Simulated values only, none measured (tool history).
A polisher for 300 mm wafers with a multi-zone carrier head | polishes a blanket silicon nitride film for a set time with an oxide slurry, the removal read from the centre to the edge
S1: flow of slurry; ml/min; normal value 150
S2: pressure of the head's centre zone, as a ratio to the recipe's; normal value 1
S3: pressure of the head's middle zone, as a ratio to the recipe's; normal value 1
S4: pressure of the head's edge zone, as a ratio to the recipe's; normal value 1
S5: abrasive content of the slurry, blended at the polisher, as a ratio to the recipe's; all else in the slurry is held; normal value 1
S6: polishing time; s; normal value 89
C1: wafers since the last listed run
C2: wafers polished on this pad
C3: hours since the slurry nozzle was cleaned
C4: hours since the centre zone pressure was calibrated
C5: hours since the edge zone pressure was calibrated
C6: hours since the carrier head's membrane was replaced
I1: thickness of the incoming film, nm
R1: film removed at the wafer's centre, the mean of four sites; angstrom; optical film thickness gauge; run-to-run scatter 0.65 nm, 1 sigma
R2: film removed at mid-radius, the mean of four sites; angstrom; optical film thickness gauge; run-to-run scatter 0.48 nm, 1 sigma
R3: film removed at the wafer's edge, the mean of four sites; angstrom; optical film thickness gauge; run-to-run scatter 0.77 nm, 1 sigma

run,day,S1,S2,S3,S4,S5,S6,C1,C2,C3,C4,C5,C6,I1,R1,R2,R3
1,0,130,1,1,1,1,89,0,367,3.7,841.1,338.8,841.2,475.9,630,647,637
# day 1.258: edge zone pressure recalibrated
2,3.438,130,1,1,1,1,89,377,745,86.2,923.6,52.3,923.7,471.6,624,623,639
3,4.012,150,1,1,1,1,89,64,810,100,937.4,66.1,937.5,478.9,648,646,646
4,4.888,150,1,1,1,1,89,98,909,121,958.4,87.1,958.5,486.3,631,643,638
# day 5.329: worn pad replaced by a new one
5,5.85,150,1,1,1,1,89,89,58,144.1,981.5,110.2,981.6,480.4,589,598,593
6,7.262,150,1,1,1,1,105,159,217,178,1015.4,144.1,1015.5,473.9,685,689,681
7,8.425,150,1,1,1,1,105,130,348,205.9,1043.3,172,1043.4,480.7,672,680,677
# day 8.992: slurry nozzle cleaned
# day 9.412: worn pad replaced by a new one, repeated, since the last time left the tool worse
8,9.788,150,1,1,1,1,105,130,42,19.1,1076,204.7,1076.1,473,817,805,810
# day 10.088: carrier head's membrane replaced by a new one
9,10.638,150,1,1,1,1,66,72,114,39.5,1096.4,225.1,13.2,483.6,498,501,504
10,11.154,150,1,0.88,1.04,1,110,58,172,51.9,1108.8,237.5,25.6,474.5,825,754,841
11,12.15,150,1.07,1.09,1,1.25,89,112,285,75.8,1132.7,261.4,49.5,472.4,766,801,748
12,12.725,150,0.95,1,1,1.3,89,64,349,89.6,1146.5,275.2,63.3,478,748,766,753
13,14.096,150,1,1.08,1.03,1,89,154,504,122.5,1179.4,308.1,96.2,478.1,654,703,653
# day 14.308: centre zone pressure recalibrated
14,14.729,150,1.06,1,0.89,1,100,61,566,137.7,10.1,323.3,111.4,475.7,739,742,701
15,15.629,150,0.94,1.03,1,1.1,89,101,667,159.3,31.7,344.9,133,475.5,662,713,708
# day 16.367: slurry nozzle cleaned
# day 16.642: edge zone pressure recalibrated
16,16.946,150,1.08,0.96,1.08,1,105,134,801,13.9,63.3,7.3,164.6,477.3,793,741,805
# day 18.054: worn pad replaced by a new one
17,18.175,150,1,1,1,1,89,119,13,43.4,92.8,36.8,194.1,476.1,689,692,687
18,19.262,150,1,1,1,1.25,89,122,136,69.5,118.9,62.9,220.2,476.1,739,763,753
19,20.271,150,1.07,1,1,1,89,113,249,93.7,143.1,87.1,244.4,476,672,671,669
20,21.262,150,1,1,1,0.85,76,111,361,117.5,166.9,110.9,268.2,480.1,500,506,504
21,22.154,150,1,1,1,1,89,100,462,138.9,188.3,132.3,289.6,485.3,662,658,652

What if the next run were any one of these 4? Each begins from the tool's condition after run 21:
A,22.175,115,1,1,1,1,89,2,464,139.4,188.8,132.8,290.1,485,?,?,?
B,22.175,150,1,0.92,1,1,89,2,464,139.4,188.8,132.8,290.1,485,?,?,?
C,22.175,150,1,1.07,1.05,0.9,89,2,464,139.4,188.8,132.8,290.1,485,?,?,?
D,22.175,150,1,1,1,1.15,119,2,464,139.4,188.8,132.8,290.1,485,?,?,?

run,R1,R2,R3
A,612,614,619
B,658,611,648
C,616,649,620
D,952,947,936
With the hidden condition removed and each run's random variation left untouched, the same runs would have given:
run,R1,R2,R3
A,645,648,652
B,694,645,684
C,650,685,654
D,1004,999,987
